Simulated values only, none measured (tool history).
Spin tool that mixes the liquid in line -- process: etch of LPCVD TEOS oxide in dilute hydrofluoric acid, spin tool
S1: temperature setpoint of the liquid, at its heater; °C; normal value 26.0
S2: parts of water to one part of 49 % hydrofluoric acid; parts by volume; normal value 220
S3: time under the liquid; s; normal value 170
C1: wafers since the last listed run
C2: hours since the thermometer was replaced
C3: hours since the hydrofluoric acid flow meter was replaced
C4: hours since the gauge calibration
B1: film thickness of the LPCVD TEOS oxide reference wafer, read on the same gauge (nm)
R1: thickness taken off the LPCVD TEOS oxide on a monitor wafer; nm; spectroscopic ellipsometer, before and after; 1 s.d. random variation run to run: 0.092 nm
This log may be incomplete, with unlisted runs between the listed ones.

run 1 day=0.000 | S1=26.0 S2=220 S3=170 | C1=0 C2=2438.3 C3=341.4 C4=190.1 | B1=109.98 | R1=14.34
run 2 day=1.775 | S1=26.0 S2=220 S3=170 | C1=408 C2=2480.9 C3=384.0 C4=232.7 | B1=109.97 | R1=14.31
run 3 day=5.646 | S1=26.0 S2=220 S3=170 | C1=891 C2=2573.8 C3=476.9 C4=325.6 | B1=110.01 | R1=14.14
run 4 day=9.654 | S1=26.0 S2=280 S3=170 | C1=923 C2=2670.0 C3=573.1 C4=421.8 | B1=110.04 | R1=10.43
run 5 day=13.108 | S1=26.0 S2=280 S3=170 | C1=795 C2=2752.9 C3=656.0 C4=504.7 | B1=109.98 | R1=10.33
run 6 day=14.854 | S1=26.0 S2=220 S3=170 | C1=402 C2=2794.8 C3=697.9 C4=546.6 | B1=109.94 | R1=13.89
run 7 day=16.638 | S1=26.0 S2=220 S3=170 | C1=410 C2=2837.6 C3=740.7 C4=589.4 | B1=109.99 | R1=13.96
run 8 day=18.546 | S1=26.0 S2=220 S3=170 | C1=439 C2=2883.4 C3=786.5 C4=635.2 | B1=109.99 | R1=13.76
run 9 day=22.329 | S1=26.0 S2=220 S3=170 | C1=871 C2=2974.2 C3=877.3 C4=726.0 | B1=110.01 | R1=13.91
run 10 day=25.904 | S1=26.0 S2=220 S3=170 | C1=823 C2=3060.0 C3=963.1 C4=811.8 | B1=109.95 | R1=13.61
run 11 day=27.808 | S1=26.0 S2=220 S3=170 | C1=438 C2=3105.7 C3=1008.8 C4=857.5 | B1=110.03 | R1=13.72
-- day=30.388 thermometer replaced
run 12 day=32.012 | S1=26.0 S2=220 S3=170 | C1=958 C2=39.0 C3=1109.7 C4=958.4 | B1=109.98 | R1=13.56
run 13 day=36.088 | S1=26.0 S2=220 S3=170 | C1=938 C2=136.8 C3=1207.5 C4=1056.2 | B1=110.06 | R1=13.48
run 14 day=39.542 | S1=28.5 S2=300 S3=95 | C1=795 C2=219.7 C3=1290.4 C4=1139.1 | B1=109.99 | R1=5.57
run 15 day=41.554 | S1=23.5 S2=275 S3=170 | C1=463 C2=268.0 C3=1338.7 C4=1187.4 | B1=109.99 | R1=9.43
-- day=41.633 gauge calibrated
run 16 day=43.825 | S1=26.0 S2=220 S3=170 | C1=522 C2=322.5 C3=1393.2 C4=52.6 | B1=109.96 | R1=13.52
run 17 day=45.604 | S1=21.0 S2=160 S3=230 | C1=409 C2=365.2 C3=1435.9 C4=95.3 | B1=109.97 | R1=22.16
run 18 day=48.050 | S1=29.0 S2=220 S3=170 | C1=563 C2=423.9 C3=1494.6 C4=154.0 | B1=109.96 | R1=14.85
run 19 day=50.625 | S1=26.0 S2=220 S3=210 | C1=593 C2=485.7 C3=1556.4 C4=215.8 | B1=109.99 | R1=16.46
run 20 day=53.879 | S1=24.0 S2=265 S3=105 | C1=749 C2=563.8 C3=1634.5 C4=293.9 | B1=109.98 | R1=6.01
run 21 day=56.717 | S1=24.0 S2=255 S3=95 | C1=653 C2=631.9 C3=1702.6 C4=362.0 | B1=110.01 | R1=5.71
-- day=57.612 hydrofluoric acid flow meter replaced
run 22 day=66.496 | S1=26.0 S2=220 S3=170 | C1=2242 C2=866.6 C3=213.2 C4=596.7 | B1=110.02 | R1=14.41

What does the tool deliver on the next run?
run 23 day=68.725 | S1=26.0 S2=220 S3=170 | C1=513 C2=920.1 C3=266.7 C4=650.2 | B1=? | R1=?

{"run 23": {"B1": 110.03, "R1": 14.47}}
The same run, on a tool lacking any hidden state, would have yielded R1 14.75 nm.
